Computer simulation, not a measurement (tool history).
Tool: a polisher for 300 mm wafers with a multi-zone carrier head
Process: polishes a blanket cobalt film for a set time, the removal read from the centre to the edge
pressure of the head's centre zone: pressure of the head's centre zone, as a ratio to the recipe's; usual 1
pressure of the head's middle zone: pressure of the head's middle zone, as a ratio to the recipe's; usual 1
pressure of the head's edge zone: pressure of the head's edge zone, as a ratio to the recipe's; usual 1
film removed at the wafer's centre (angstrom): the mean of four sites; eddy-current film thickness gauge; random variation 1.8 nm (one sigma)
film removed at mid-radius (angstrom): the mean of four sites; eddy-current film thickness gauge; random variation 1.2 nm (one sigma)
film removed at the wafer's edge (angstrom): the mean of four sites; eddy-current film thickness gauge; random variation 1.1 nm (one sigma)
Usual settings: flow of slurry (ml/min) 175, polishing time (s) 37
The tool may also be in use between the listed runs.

run	hour	flow of slurry (ml/min)	pressure of the head's centre zone	pressure of the head's middle zone	pressure of the head's edge zone	polishing time (s)	incoming thickness of the incoming film, nm	film removed at the wafer's centre (angstrom)	film removed at mid-radius (angstrom)	film removed at the wafer's edge (angstrom)
1	0	175	1	1	1.03	37	1078.4	1353	1318	1329
2	9.4	175	1	1	1	37	1083.8	1422	1310	1335
3	25.6	175	1	1	1	37	1103.8	1417	1313	1311
4	39.7	175	1	1	1	37	1083.2	1445	1297	1312
5	52.6	175	1	1	1	37	1103.3	1399	1287	1324
6	62.5	175	1	1	1	37	1087.6	1435	1307	1315
7	71.9	190	0.94	1	1	37	1082.5	1395	1328	1328
8	80.7	140	1	1	1	46	1100.1	1712	1559	1603
9	90.5	140	1	0.89	1.09	37	1094.2	1354	1127	1337
10	107	175	0.97	1.1	1	37	1093.9	1411	1381	1296
11	117.6	200	0.93	1	1	25	1088.6	934	887	921
12	135.4	225	1	1.06	1	37	1056.8	1478	1409	1365
13	143.9	175	1	1	1	37	1079.4	1483	1295	1324
14	150.7	175	1	1	1	37	1070.2	1445	1293	1328
15	167.8	175	1	1	1	37	1083	1486	1298	1328
16	185.6	175	1	1	1	37	1083	1493	1297	1331
17	201.5	175	1	1	1	37	1074.6	1347	1304	1314
18	237.6	175	1	0.94	0.95	37	1087.3	1381	1222	1287
19	257.1	175	1	1	1	37	1080.5	1378	1306	1326
20	272.4	175	1	1	1	48	1070.5	1855	1676	1723
21	288	175	0.94	1	1.09	37	1077.8	1368	1310	1378
22	299.3	175	1.09	0.92	1	37	1087.4	1513	1199	1326
23	313.2	175	0.94	1	1	37	1073.5	1367	1313	1317

Not shown: 8 entries that the log had between the listed runs. Between which runs, and how does the tool's hidden state differ before and after?
Between runs 4 and 5: worn pad replaced by a new one (hour 44.9)
  deviation of the centre zone's pressure from its setpoint, %: 8.29 -> 8.75
  measured less the result without the state, film removed at the wafer's centre (angstrom): +77 -> +79
Between runs 6 and 7: carrier head's membrane replaced by a new one (hour 69.9)
  deviation of the centre zone's pressure from its setpoint, %: 9.07 -> 9.35
  measured less the result without the state, film removed at the wafer's centre (angstrom): +85 -> +85
Between runs 10 and 11: worn pad replaced by a new one (hour 115.8)
  deviation of the centre zone's pressure from its setpoint, %: 10.2 -> 10.4
  measured less the result without the state, film removed at the wafer's centre (angstrom): +92 -> +63
Between runs 14 and 15: edge zone pressure recalibrated (hour 158.2)
  deviation of the centre zone's pressure from its setpoint, %: 10.9 -> 11.1
  measured less the result without the state, film removed at the wafer's centre (angstrom): +101 -> +105
Between runs 16 and 17: centre zone pressure recalibrated (hour 199.1); worn pad replaced by a new one (hour 201)
  deviation of the centre zone's pressure from its setpoint, %: 11.3 -> 1.84
  measured less the result without the state, film removed at the wafer's centre (angstrom): +107 -> +17
Between runs 17 and 18: slurry nozzle cleaned (hour 222.2)
  deviation of the centre zone's pressure from its setpoint, %: 1.84 -> 5.52
  measured less the result without the state, film removed at the wafer's centre (angstrom): +17 -> +51
Between runs 20 and 21: worn pad replaced by a new one (hour 281.3)
  deviation of the centre zone's pressure from its setpoint, %: 8.02 -> 8.89
  measured less the result without the state, film removed at the wafer's centre (angstrom): +97 -> +79

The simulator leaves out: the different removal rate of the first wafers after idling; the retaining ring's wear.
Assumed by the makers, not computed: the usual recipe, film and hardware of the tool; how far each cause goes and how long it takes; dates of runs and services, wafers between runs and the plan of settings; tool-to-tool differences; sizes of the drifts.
